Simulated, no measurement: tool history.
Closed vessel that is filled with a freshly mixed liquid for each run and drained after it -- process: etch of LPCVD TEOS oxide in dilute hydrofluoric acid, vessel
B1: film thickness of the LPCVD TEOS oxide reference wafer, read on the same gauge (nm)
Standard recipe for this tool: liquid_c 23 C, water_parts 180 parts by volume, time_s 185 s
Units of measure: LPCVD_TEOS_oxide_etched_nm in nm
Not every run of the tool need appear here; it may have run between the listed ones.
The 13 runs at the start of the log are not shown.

{"run": 14, "hour": 975.6, "liquid_c": 23, "water_parts": 180, "time_s": 185, "B1": 150, "LPCVD_TEOS_oxide_etched_nm": 21.73}
{"run": 15, "hour": 1039.1, "liquid_c": 23, "water_parts": 180, "time_s": 160, "B1": 150.01, "LPCVD_TEOS_oxide_etched_nm": 18.7}
{"hour": 1066.4, "done": "hydrofluoric acid flow meter replaced"}
{"run": 16, "hour": 1136.7, "liquid_c": 25, "water_parts": 240, "time_s": 185, "B1": 149.97, "LPCVD_TEOS_oxide_etched_nm": 16.49}
{"run": 17, "hour": 1178.1, "liquid_c": 23, "water_parts": 180, "time_s": 185, "B1": 150, "LPCVD_TEOS_oxide_etched_nm": 21.45}
{"run": 18, "hour": 1263.8, "liquid_c": 19.5, "water_parts": 220, "time_s": 185, "B1": 150, "LPCVD_TEOS_oxide_etched_nm": 14.92}
{"run": 19, "hour": 1350.4, "liquid_c": 19, "water_parts": 100, "time_s": 120, "B1": 149.99, "LPCVD_TEOS_oxide_etched_nm": 23.93}
{"hour": 1442.7, "done": "gauge calibrated"}
{"run": 20, "hour": 1451.9, "liquid_c": 18.5, "water_parts": 130, "time_s": 185, "B1": 150.02, "LPCVD_TEOS_oxide_etched_nm": 26.66}
{"run": 21, "hour": 1532.8, "liquid_c": 19, "water_parts": 180, "time_s": 145, "B1": 150.01, "LPCVD_TEOS_oxide_etched_nm": 14.83}
{"run": 22, "hour": 1602.8, "liquid_c": 26, "water_parts": 150, "time_s": 185, "B1": 149.99, "LPCVD_TEOS_oxide_etched_nm": 30.88}
{"hour": 1614.8, "done": "hydrofluoric acid flow meter replaced"}
{"run": 23, "hour": 1655.1, "liquid_c": 23, "water_parts": 180, "time_s": 235, "B1": 150.01, "LPCVD_TEOS_oxide_etched_nm": 28.19}
{"run": 24, "hour": 1703.2, "liquid_c": 23, "water_parts": 180, "time_s": 185, "B1": 149.99, "LPCVD_TEOS_oxide_etched_nm": 22.22}
{"run": 25, "hour": 1774.4, "liquid_c": 25, "water_parts": 235, "time_s": 220, "B1": 150.01, "LPCVD_TEOS_oxide_etched_nm": 20.45}
{"run": 26, "hour": 1843.7, "liquid_c": 27, "water_parts": 95, "time_s": 130, "B1": 149.97, "LPCVD_TEOS_oxide_etched_nm": 38.9}
{"run": 27, "hour": 2042.1, "liquid_c": 20.5, "water_parts": 100, "time_s": 285, "B1": 150, "LPCVD_TEOS_oxide_etched_nm": 62.71}
{"hour": 2049.2, "done": "thermometer replaced"}
{"run": 28, "hour": 2113.7, "liquid_c": 23, "water_parts": 145, "time_s": 185, "B1": 149.98, "LPCVD_TEOS_oxide_etched_nm": 27.84}
{"run": 29, "hour": 2194.4, "liquid_c": 19, "water_parts": 180, "time_s": 265, "B1": 149.98, "LPCVD_TEOS_oxide_etched_nm": 26.59}
{"hour": 2200.0, "done": "hydrofluoric acid flow meter replaced"}
{"run": 30, "hour": 2295.7, "liquid_c": 24.5, "water_parts": 105, "time_s": 230, "B1": 149.99, "LPCVD_TEOS_oxide_etched_nm": 53.41}
{"run": 31, "hour": 2376.3, "liquid_c": 23, "water_parts": 180, "time_s": 185, "B1": 150.05, "LPCVD_TEOS_oxide_etched_nm": 21.86}

Each row is a separate what-if for the run after 31, all from the same tool condition, not one after another. Results?
{"run": "A", "hour": 2377.0, "liquid_c": 23, "water_parts": 180, "time_s": 185, "B1": "?", "LPCVD_TEOS_oxide_etched_nm": "?"}
{"run": "B", "hour": 2377.0, "liquid_c": 20, "water_parts": 95, "time_s": 120, "B1": "?", "LPCVD_TEOS_oxide_etched_nm": "?"}
{"run": "C", "hour": 2377.0, "liquid_c": 23, "water_parts": 210, "time_s": 130, "B1": "?", "LPCVD_TEOS_oxide_etched_nm": "?"}
{"run": "D", "hour": 2377.0, "liquid_c": 19.5, "water_parts": 240, "time_s": 225, "B1": "?", "LPCVD_TEOS_oxide_etched_nm": "?"}
{"run": "E", "hour": 2377.0, "liquid_c": 20.5, "water_parts": 150, "time_s": 270, "B1": "?", "LPCVD_TEOS_oxide_etched_nm": "?"}

run=A B1=149.98 LPCVD_TEOS_oxide_etched_nm=21.57
run=B B1=149.98 LPCVD_TEOS_oxide_etched_nm=25.88
run=C B1=149.98 LPCVD_TEOS_oxide_etched_nm=12.58
run=D B1=149.98 LPCVD_TEOS_oxide_etched_nm=16.23
run=E B1=149.98 LPCVD_TEOS_oxide_etched_nm=35.42
Without the tool's hidden state the same runs would have given:
run=A LPCVD_TEOS_oxide_etched_nm=21.19
run=B LPCVD_TEOS_oxide_etched_nm=25.4
run=C LPCVD_TEOS_oxide_etched_nm=12.37
run=D LPCVD_TEOS_oxide_etched_nm=15.94
run=E LPCVD_TEOS_oxide_etched_nm=34.79
